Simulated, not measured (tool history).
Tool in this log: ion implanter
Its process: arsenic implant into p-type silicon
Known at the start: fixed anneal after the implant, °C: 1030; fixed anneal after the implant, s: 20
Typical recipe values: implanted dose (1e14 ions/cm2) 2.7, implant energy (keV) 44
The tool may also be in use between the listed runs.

run,hour,implanted dose (1e14 ions/cm2),implant energy (keV),"read-back reference wafer on the same gauge, sheet resistance",sheet resistance of the implanted and annealed layer (ohm/square)
1,0,2.7,51.5,236.03,278.46
2,12.5,2.7,44,236.06,285.47
# hour 22.5: gauge calibrated
3,29.7,2.7,44,236,286.73
4,41.4,2.7,44,236.04,285.85
5,55,2.7,37.5,236,291.82
6,66.2,2.7,37.5,236.06,292.79
7,74.5,3.15,55.5,236.01,246.26
8,91.5,3.15,55.5,236,246.73
9,105,3.15,55.5,235.85,247.05
# hour 121.5: extraction supply calibrated
10,122,2.7,44,235.96,285.82
11,126.7,3.08,44,235.85,258.29
12,140.3,3.08,44,235.88,258.36
13,156.8,2.7,44,236.15,286
14,167.6,2.94,40,235.97,271.93
# hour 180.2: Faraday cup replaced and dose calibrated
15,183.2,3.51,58.5,236.06,225.3
# hour 187.4: gauge calibrated
16,196.5,3.45,44,235.91,237.58
17,203.8,2.48,53.5,235.99,295.97
18,217.8,2.22,53,236.19,319.64

Predict the results of run 19:
19,231.4,3.23,37,?,?

read-back reference wafer on the same gauge, sheet resistance: 236.09
sheet resistance of the implanted and annealed layer (ohm/square): 255.06
On a tool with no hidden condition, and with the same random variation, this run would have come out at sheet resistance of the implanted and annealed layer (ohm/square) 255.06.
